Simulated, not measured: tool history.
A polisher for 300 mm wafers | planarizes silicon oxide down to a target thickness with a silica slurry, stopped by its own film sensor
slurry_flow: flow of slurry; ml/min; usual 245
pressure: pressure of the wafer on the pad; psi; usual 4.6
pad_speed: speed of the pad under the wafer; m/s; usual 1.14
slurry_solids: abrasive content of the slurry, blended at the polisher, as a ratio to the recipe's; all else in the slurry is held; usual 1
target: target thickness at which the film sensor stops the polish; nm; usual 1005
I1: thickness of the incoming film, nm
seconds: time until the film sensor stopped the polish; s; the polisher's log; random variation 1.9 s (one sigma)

{"run": 1, "hour": 0.0, "slurry_flow": 245, "pressure": 4.6, "pad_speed": 1.14, "slurry_solids": 1, "target": 1005, "I1": 1340.8, "seconds": 111.2}
{"run": 2, "hour": 12.4, "slurry_flow": 245, "pressure": 4.6, "pad_speed": 1.14, "slurry_solids": 1, "target": 1005, "I1": 1348.9, "seconds": 118}
{"run": 3, "hour": 27.8, "slurry_flow": 245, "pressure": 4.6, "pad_speed": 1.14, "slurry_solids": 1, "target": 1005, "I1": 1341.7, "seconds": 115.5}
{"run": 4, "hour": 35.3, "slurry_flow": 245, "pressure": 4.6, "pad_speed": 1.14, "slurry_solids": 1, "target": 1005, "I1": 1344.6, "seconds": 115.2}
{"run": 5, "hour": 47.6, "slurry_flow": 245, "pressure": 4.6, "pad_speed": 1.14, "slurry_solids": 1, "target": 1005, "I1": 1349.2, "seconds": 117.7}
{"hour": 56.9, "done": "head pressure recalibrated"}
{"hour": 59.4, "done": "worn pad replaced by a new one"}
{"hour": 59.5, "done": "slurry blender recalibrated"}
{"run": 6, "hour": 64.9, "slurry_flow": 245, "pressure": 4.6, "pad_speed": 1.14, "slurry_solids": 1, "target": 1005, "I1": 1344.3, "seconds": 102.5}
{"hour": 70.7, "done": "conditioning disc replaced and pad reconditioned"}
{"hour": 74.9, "done": "slurry nozzle cleaned"}
{"run": 7, "hour": 75.4, "slurry_flow": 245, "pressure": 4.6, "pad_speed": 1.14, "slurry_solids": 1, "target": 1005, "I1": 1334.2, "seconds": 102.3}
{"run": 8, "hour": 82.8, "slurry_flow": 245, "pressure": 4.6, "pad_speed": 1.14, "slurry_solids": 1, "target": 1005, "I1": 1332.8, "seconds": 107.5}
{"run": 9, "hour": 92.0, "slurry_flow": 245, "pressure": 4.6, "pad_speed": 0.88, "slurry_solids": 1, "target": 1046, "I1": 1336, "seconds": 105.8}
{"run": 10, "hour": 109.1, "slurry_flow": 245, "pressure": 4.6, "pad_speed": 1.38, "slurry_solids": 1, "target": 1108, "I1": 1356.2, "seconds": 76.3}
{"run": 11, "hour": 123.6, "slurry_flow": 245, "pressure": 4.6, "pad_speed": 1.14, "slurry_solids": 1, "target": 1005, "I1": 1309.8, "seconds": 106.3}
{"run": 12, "hour": 133.7, "slurry_flow": 280, "pressure": 3.6, "pad_speed": 0.96, "slurry_solids": 1.25, "target": 1005, "I1": 1342.4, "seconds": 132.3}
{"hour": 138.9, "done": "worn pad replaced by a new one"}
{"run": 13, "hour": 144.4, "slurry_flow": 245, "pressure": 4.6, "pad_speed": 1.14, "slurry_solids": 1.15, "target": 1005, "I1": 1358.3, "seconds": 105.4}
{"run": 14, "hour": 151.2, "slurry_flow": 245, "pressure": 4.6, "pad_speed": 1.14, "slurry_solids": 1, "target": 1005, "I1": 1352.1, "seconds": 116}

4 ways to go on from here, each from the tool as it stands after run 14. What would each give?
{"run": "A", "hour": 151.6, "slurry_flow": 245, "pressure": 4.6, "pad_speed": 1.14, "slurry_solids": 1, "target": 1005, "I1": 1349.4, "seconds": "?"}
{"run": "B", "hour": 151.6, "slurry_flow": 330, "pressure": 3.5, "pad_speed": 1.14, "slurry_solids": 1, "target": 1005, "I1": 1349.4, "seconds": "?"}
{"run": "C", "hour": 151.6, "slurry_flow": 245, "pressure": 6.1, "pad_speed": 1.14, "slurry_solids": 1.25, "target": 952, "I1": 1349.4, "seconds": "?"}
{"run": "D", "hour": 151.6, "slurry_flow": 295, "pressure": 6.2, "pad_speed": 1.14, "slurry_solids": 1, "target": 1005, "I1": 1349.4, "seconds": "?"}

run=A seconds=110.4
run=B seconds=132.6
run=C seconds=91.8
run=D seconds=85.6
Without the tool's hidden state the same runs would have given:
run=A seconds=101.2
run=B seconds=121.5
run=C seconds=84.1
run=D seconds=78.5
